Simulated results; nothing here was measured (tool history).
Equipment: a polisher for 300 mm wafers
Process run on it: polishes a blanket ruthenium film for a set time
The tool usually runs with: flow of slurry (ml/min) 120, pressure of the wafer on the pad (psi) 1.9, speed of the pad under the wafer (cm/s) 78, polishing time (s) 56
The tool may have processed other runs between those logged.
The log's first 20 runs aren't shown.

run   hour  flow of slurry (ml/min)  pressure of the wafer on the pad (psi)  speed of the pad under the wafer (cm/s)  polishing time (s)  incoming thickness of the incoming film, nm  film removed (angstrom)
     458.3  -- worn pad replaced by a new one
 21  458.8                      120                                     1.6                                       78                  56                                        475.7                      344
       468  -- slurry nozzle cleaned
 22  468.5                      120                                     1.9                                       78                  56                                        488.5                      439
 23  481.8                      120                                     1.9                                       54                  56                                        482.6                      298
 24  509.8                      120                                     1.9                                       78                  56                                        487.2                      426
 25  535.1                      120                                     1.3                                       78                  73                                        475.6                      377
 26  570.1                      120                                     1.9                                      100                  56                                        477.3                      547
 27  590.2                      120                                     2.2                                      102                  56                                        476.4                      631
     618.5  -- worn pad replaced by a new one
 28  619.3                      155                                     1.4                                       92                  67                                        475.8                      464
 29  634.1                      155                                     1.6                                       78                  56                                        470.1                      376
 30  662.5                      120                                     1.3                                       78                  73                                        481.7                      370
     671.6  -- head pressure recalibrated
 31  759.4                       85                                     1.5                                       78                  56                                          481                      275
 32  779.3                      110                                     1.9                                       86                  46                                        484.2                      338
     784.8  -- worn pad replaced by a new one
 33  797.6                      120                                     1.9                                       78                  56                                        482.5                      384
 34  828.9                      120                                     1.9                                       78                  56                                        474.1                      387
 35    848                      120                                     1.9                                       78                  56                                        475.1                      384
 36  882.8                       85                                     1.9                                       78                  56                                        475.7                      344

Forecast each of these 5 alternatives for the next run:
  A  883.2                      120                                     2.4                                       78                  56                                        477.1                        ?
  B  883.2                      120                                     1.9                                       56                  69                                        477.1                        ?
  C  883.2                      120                                     1.9                                       78                  49                                        477.1                        ?
  D  883.2                      120                                     1.9                                       78                  67                                        477.1                        ?
  E  883.2                      145                                     1.9                                       78                  56                                        477.1                        ?

run  film removed (angstrom)
  A                      476
  B                      333
  C                      330
  D                      451
  E                      395
The same runs, with their run-to-run variation unchanged, on a tool lacking any hidden condition would have given:
run  film removed (angstrom)
  A                      521
  B                      365
  C                      361
  D                      494
  E                      427
